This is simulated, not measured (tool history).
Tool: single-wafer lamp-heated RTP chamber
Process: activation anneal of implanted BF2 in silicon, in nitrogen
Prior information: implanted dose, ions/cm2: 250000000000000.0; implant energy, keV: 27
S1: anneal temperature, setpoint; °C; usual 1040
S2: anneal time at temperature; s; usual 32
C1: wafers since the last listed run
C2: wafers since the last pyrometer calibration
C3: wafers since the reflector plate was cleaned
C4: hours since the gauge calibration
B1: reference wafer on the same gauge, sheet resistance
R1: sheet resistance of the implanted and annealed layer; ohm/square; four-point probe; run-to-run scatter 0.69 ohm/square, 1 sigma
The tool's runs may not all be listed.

run,hour,S1,S2,C1,C2,C3,C4,B1,R1
1,0,1040,32,0,77,1642,106.1,520.05,460.79
2,95.8,1027,24,1128,1206,2771,201.9,519.91,465.25
3,135.3,1027,24,465,1671,3237,241.4,520.19,464.78
# hour 206.5: pyrometer window cleaned and pyrometer calibrated
4,214.4,1040,32,837,92,4075,320.5,519.94,461.78
# hour 265.9: reflector plate cleaned
5,291,1040,32,808,900,295,397.1,520.1,459.82
6,362,1040,32,836,1737,1132,468.1,520,460.12
# hour 438.4: pyrometer window cleaned and pyrometer calibrated
7,438.9,1040,32,811,5,1944,545,519.84,460.66
8,539.8,1040,32,1189,1195,3133,645.9,519.95,460.94
9,635.5,1013,22,1127,2322,4260,741.6,520.21,467.62
# hour 681.6: gauge calibrated
# hour 684.3: pyrometer window cleaned and pyrometer calibrated
10,686.3,1040,32,504,23,4765,4.7,519.99,461.29
# hour 723.5: reflector plate cleaned
11,743.2,1060,20,576,599,232,61.6,519.63,461.73
12,787,1052,13,516,1115,748,105.4,520.18,466.69
13,860.2,1027,42,862,1978,1611,178.6,520.14,458.43
# hour 956.9: pyrometer window cleaned and pyrometer calibrated
14,964.5,1016,32,1134,89,2746,282.9,520.17,464.18

Expected results for the next run?
# hour 1228: reflector plate cleaned
# hour 1239.2: pyrometer window cleaned and pyrometer calibrated
15,1251.1,1051,45,3188,140,177,569.5,?,?

Run 15 measured B1 519.92, R1 453.68 ohm/square.
On a tool with no hidden condition, and with the same random variation, this run would have come out at R1 454.18 ohm/square.
